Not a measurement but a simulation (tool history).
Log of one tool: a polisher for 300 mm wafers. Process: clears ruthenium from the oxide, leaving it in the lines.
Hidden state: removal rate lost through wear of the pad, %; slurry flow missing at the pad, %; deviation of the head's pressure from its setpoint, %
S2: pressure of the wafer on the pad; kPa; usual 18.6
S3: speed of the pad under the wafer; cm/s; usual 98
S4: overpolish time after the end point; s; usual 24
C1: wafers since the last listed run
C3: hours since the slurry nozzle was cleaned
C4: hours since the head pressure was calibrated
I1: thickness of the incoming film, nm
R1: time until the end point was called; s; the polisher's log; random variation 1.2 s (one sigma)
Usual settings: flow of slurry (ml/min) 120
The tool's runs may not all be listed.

run 1 hour=0 | flow_of_slurry_(ml/min)=120 S2=18.6 S3=98 S4=24 | C1=0 wafers_polished_on_this_pad=480 C3=39.3 C4=210.3 | I1=119.7 | R1=76.5
run 2 hour=56.3 | flow_of_slurry_(ml/min)=120 S2=18.6 S3=98 S4=29 | C1=510 wafers_polished_on_this_pad=990 C3=95.6 C4=266.6 | I1=119.5 | R1=77.1
-- hour=94.2 worn pad replaced by a new one
run 3 hour=123.3 | flow_of_slurry_(ml/min)=120 S2=18.6 S3=98 S4=29 | C1=571 wafers_polished_on_this_pad=263 C3=162.6 C4=333.6 | I1=121.2 | R1=78.1
run 4 hour=155.8 | flow_of_slurry_(ml/min)=120 S2=18.6 S3=98 S4=29 | C1=294 wafers_polished_on_this_pad=558 C3=195.1 C4=366.1 | I1=120.5 | R1=77.1
run 5 hour=189.2 | flow_of_slurry_(ml/min)=120 S2=18.6 S3=98 S4=24 | C1=302 wafers_polished_on_this_pad=861 C3=228.5 C4=399.5 | I1=120.7 | R1=76.6
-- hour=215.7 worn pad replaced by a new one
-- hour=227.6 head pressure recalibrated
run 6 hour=253.4 | flow_of_slurry_(ml/min)=120 S2=18.6 S3=98 S4=24 | C1=527 wafers_polished_on_this_pad=323 C3=292.7 C4=25.8 | I1=120.4 | R1=77.6
run 7 hour=295.4 | flow_of_slurry_(ml/min)=120 S2=18.6 S3=98 S4=24 | C1=380 wafers_polished_on_this_pad=704 C3=334.7 C4=67.8 | I1=120.4 | R1=81.7
-- hour=330.1 worn pad replaced by a new one
run 8 hour=362.6 | flow_of_slurry_(ml/min)=120 S2=18.6 S3=98 S4=11 | C1=573 wafers_polished_on_this_pad=294 C3=401.9 C4=135 | I1=117.9 | R1=82.5
run 9 hour=420.2 | flow_of_slurry_(ml/min)=120 S2=18.6 S3=98 S4=24 | C1=522 wafers_polished_on_this_pad=816 C3=459.5 C4=192.6 | I1=120.1 | R1=81.3
-- hour=434.9 slurry nozzle cleaned
-- hour=467 worn pad replaced by a new one
run 10 hour=482 | flow_of_slurry_(ml/min)=100 S2=18.6 S3=98 S4=11 | C1=515 wafers_polished_on_this_pad=135 C3=47.1 C4=254.4 | I1=120.2 | R1=77.4
run 11 hour=551.2 | flow_of_slurry_(ml/min)=150 S2=24.1 S3=98 S4=24 | C1=627 wafers_polished_on_this_pad=763 C3=116.3 C4=323.6 | I1=120.1 | R1=63.8
-- hour=590.1 worn pad replaced by a new one
run 12 hour=600.8 | flow_of_slurry_(ml/min)=120 S2=23.4 S3=98 S4=24 | C1=413 wafers_polished_on_this_pad=97 C3=165.9 C4=373.2 | I1=120 | R1=63.1
run 13 hour=625.5 | flow_of_slurry_(ml/min)=120 S2=15.2 S3=128 S4=37 | C1=224 wafers_polished_on_this_pad=321 C3=190.6 C4=397.9 | I1=118.7 | R1=69.7
run 14 hour=650.1 | flow_of_slurry_(ml/min)=140 S2=13.8 S3=98 S4=30 | C1=223 wafers_polished_on_this_pad=544 C3=215.2 C4=422.5 | I1=119.8 | R1=88.3

Forecast each of these 5 alternatives for the next run:
run A hour=650.6 | flow_of_slurry_(ml/min)=120 S2=12.4 S3=98 S4=24 | C1=4 wafers_polished_on_this_pad=549 C3=215.7 C4=423 | I1=119.9 | R1=?
run B hour=650.6 | flow_of_slurry_(ml/min)=120 S2=14.5 S3=98 S4=24 | C1=4 wafers_polished_on_this_pad=549 C3=215.7 C4=423 | I1=119.9 | R1=?
run C hour=650.6 | flow_of_slurry_(ml/min)=160 S2=18.6 S3=98 S4=24 | C1=4 wafers_polished_on_this_pad=549 C3=215.7 C4=423 | I1=119.9 | R1=?
run D hour=650.6 | flow_of_slurry_(ml/min)=155 S2=18.6 S3=98 S4=11 | C1=4 wafers_polished_on_this_pad=549 C3=215.7 C4=423 | I1=119.9 | R1=?
run E hour=650.6 | flow_of_slurry_(ml/min)=155 S2=22.1 S3=98 S4=15 | C1=4 wafers_polished_on_this_pad=549 C3=215.7 C4=423 | I1=119.9 | R1=?

run=A R1=98.3
run=B R1=90.2
run=C R1=73.8
run=D R1=74.1
run=E R1=66.4
Without the tool's hidden state the same runs would have given:
run=A R1=94.6
run=B R1=86.8
run=C R1=71.5
run=D R1=71.8
run=E R1=64.2
